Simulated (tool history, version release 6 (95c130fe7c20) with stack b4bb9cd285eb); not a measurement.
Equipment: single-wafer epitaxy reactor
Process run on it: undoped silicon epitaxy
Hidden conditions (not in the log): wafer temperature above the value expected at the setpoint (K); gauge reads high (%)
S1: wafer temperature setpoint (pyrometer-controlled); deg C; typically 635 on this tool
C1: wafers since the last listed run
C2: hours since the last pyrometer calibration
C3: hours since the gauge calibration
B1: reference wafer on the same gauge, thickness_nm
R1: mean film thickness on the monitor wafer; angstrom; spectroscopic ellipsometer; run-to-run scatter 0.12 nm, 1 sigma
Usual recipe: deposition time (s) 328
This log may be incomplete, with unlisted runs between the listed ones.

{"run": 1, "hour": 0.0, "S1": 635, "deposition time (s)": 295, "C1": 0, "C2": 1221.5, "C3": 2194.9, "B1": 39.959, "R1": 378.14}
{"run": 2, "hour": 78.8, "S1": 635, "deposition time (s)": 295, "C1": 629, "C2": 1300.3, "C3": 2273.7, "B1": 39.987, "R1": 379.84}
{"run": 3, "hour": 166.3, "S1": 635, "deposition time (s)": 295, "C1": 699, "C2": 1387.8, "C3": 2361.2, "B1": 39.999, "R1": 380.06}
{"run": 4, "hour": 475.8, "S1": 640, "deposition time (s)": 328, "C1": 2473, "C2": 1697.3, "C3": 2670.7, "B1": 40.014, "R1": 467.69}
{"run": 5, "hour": 552.6, "S1": 640, "deposition time (s)": 328, "C1": 613, "C2": 1774.1, "C3": 2747.5, "B1": 39.986, "R1": 468.51}
{"run": 6, "hour": 630.0, "S1": 640, "deposition time (s)": 328, "C1": 618, "C2": 1851.5, "C3": 2824.9, "B1": 40.03, "R1": 467.43}
{"run": 7, "hour": 695.6, "S1": 635, "deposition time (s)": 342, "C1": 524, "C2": 1917.1, "C3": 2890.5, "B1": 39.989, "R1": 441.39}
{"run": 8, "hour": 747.6, "S1": 635, "deposition time (s)": 342, "C1": 415, "C2": 1969.1, "C3": 2942.5, "B1": 40.014, "R1": 443.62}
{"run": 9, "hour": 1071.2, "S1": 635, "deposition time (s)": 342, "C1": 2586, "C2": 2292.7, "C3": 3266.1, "B1": 39.987, "R1": 443.19}
{"run": 10, "hour": 1121.7, "S1": 635, "deposition time (s)": 377, "C1": 403, "C2": 2343.2, "C3": 3316.6, "B1": 40, "R1": 489.89}
{"run": 11, "hour": 1197.4, "S1": 635, "deposition time (s)": 377, "C1": 605, "C2": 2418.9, "C3": 3392.3, "B1": 40.006, "R1": 491.95}
{"hour": 1278.2, "done": "pyrometer calibrated"}
{"run": 12, "hour": 1302.2, "S1": 635, "deposition time (s)": 367, "C1": 773, "C2": 24, "C3": 3497.1, "B1": 39.981, "R1": 469.3}
{"run": 13, "hour": 1394.0, "S1": 635, "deposition time (s)": 367, "C1": 733, "C2": 115.8, "C3": 3588.9, "B1": 39.997, "R1": 467.98}
{"run": 14, "hour": 1499.6, "S1": 635, "deposition time (s)": 367, "C1": 844, "C2": 221.4, "C3": 3694.5, "B1": 39.973, "R1": 469.45}
{"run": 15, "hour": 1547.3, "S1": 629, "deposition time (s)": 328, "C1": 381, "C2": 269.1, "C3": 3742.2, "B1": 40.013, "R1": 373.87}
{"run": 16, "hour": 1592.7, "S1": 645, "deposition time (s)": 328, "C1": 362, "C2": 314.5, "C3": 3787.6, "B1": 40.03, "R1": 508.2}
{"run": 17, "hour": 1640.8, "S1": 631, "deposition time (s)": 308, "C1": 384, "C2": 362.6, "C3": 3835.7, "B1": 39.992, "R1": 364.23}
{"hour": 1658.9, "done": "gauge calibrated"}
{"run": 18, "hour": 1712.4, "S1": 635, "deposition time (s)": 367, "C1": 572, "C2": 434.2, "C3": 53.5, "B1": 39.998, "R1": 471.32}
{"run": 19, "hour": 1797.3, "S1": 631, "deposition time (s)": 364, "C1": 678, "C2": 519.1, "C3": 138.4, "B1": 39.979, "R1": 432.33}
{"run": 20, "hour": 1866.1, "S1": 635, "deposition time (s)": 328, "C1": 549, "C2": 587.9, "C3": 207.2, "B1": 39.979, "R1": 421.92}
{"run": 21, "hour": 1932.2, "S1": 635, "deposition time (s)": 328, "C1": 528, "C2": 654, "C3": 273.3, "B1": 39.998, "R1": 421.49}
{"run": 22, "hour": 1972.8, "S1": 635, "deposition time (s)": 295, "C1": 324, "C2": 694.6, "C3": 313.9, "B1": 40.007, "R1": 378.67}
{"run": 23, "hour": 2018.8, "S1": 635, "deposition time (s)": 328, "C1": 367, "C2": 740.6, "C3": 359.9, "B1": 39.988, "R1": 422.97}
{"run": 24, "hour": 2106.6, "S1": 627, "deposition time (s)": 368, "C1": 701, "C2": 828.4, "C3": 447.7, "B1": 39.999, "R1": 404.58}
{"run": 25, "hour": 2153.3, "S1": 621, "deposition time (s)": 297, "C1": 373, "C2": 875.1, "C3": 494.4, "B1": 39.988, "R1": 289.01}
{"run": 26, "hour": 2257.5, "S1": 621, "deposition time (s)": 388, "C1": 832, "C2": 979.3, "C3": 598.6, "B1": 40.001, "R1": 377.49}
{"run": 27, "hour": 2324.9, "S1": 644, "deposition time (s)": 305, "C1": 538, "C2": 1046.7, "C3": 666, "B1": 39.978, "R1": 468.15}
{"run": 28, "hour": 2432.4, "S1": 643, "deposition time (s)": 302, "C1": 859, "C2": 1154.2, "C3": 773.5, "B1": 40.004, "R1": 456.4}
{"run": 29, "hour": 2527.4, "S1": 628, "deposition time (s)": 268, "C1": 759, "C2": 1249.2, "C3": 868.5, "B1": 39.999, "R1": 300.08}
{"run": 30, "hour": 2729.3, "S1": 627, "deposition time (s)": 377, "C1": 1613, "C2": 1451.1, "C3": 1070.4, "B1": 39.983, "R1": 413.04}
{"run": 31, "hour": 2824.2, "S1": 643, "deposition time (s)": 372, "C1": 758, "C2": 1546, "C3": 1165.3, "B1": 39.994, "R1": 561.76}
{"run": 32, "hour": 2866.8, "S1": 622, "deposition time (s)": 362, "C1": 340, "C2": 1588.6, "C3": 1207.9, "B1": 40.004, "R1": 359.24}
{"run": 33, "hour": 2963.3, "S1": 623, "deposition time (s)": 268, "C1": 771, "C2": 1685.1, "C3": 1304.4, "B1": 40.004, "R1": 273.41}
{"run": 34, "hour": 3009.8, "S1": 628, "deposition time (s)": 355, "C1": 371, "C2": 1731.6, "C3": 1350.9, "B1": 40.007, "R1": 402.66}

Some steps in R1 between neighbouring runs. How much of each would the tool show without its hidden state too (settings, what came in, random variation), and how much is left for the hidden state, with any gauge scatter that isn't in both results?
Run 11 -> 12: deposition time (s) 377 -> 367, pyrometer calibrated. R1 -22.65 angstrom: hidden state -7.09, all else -15.56.
Run 28 -> 29: S1 643 -> 628, deposition time (s) 302 -> 268. R1 -156.32 angstrom: hidden state -1.04, all else -155.28.
Run 30 -> 31: S1 627 -> 643, deposition time (s) 377 -> 372. R1 +148.72 angstrom: hidden state +1.74, all else +146.98.
Run 31 -> 32: S1 643 -> 622, deposition time (s) 372 -> 362. R1 -202.52 angstrom: hidden state -1.94, all else -200.58.
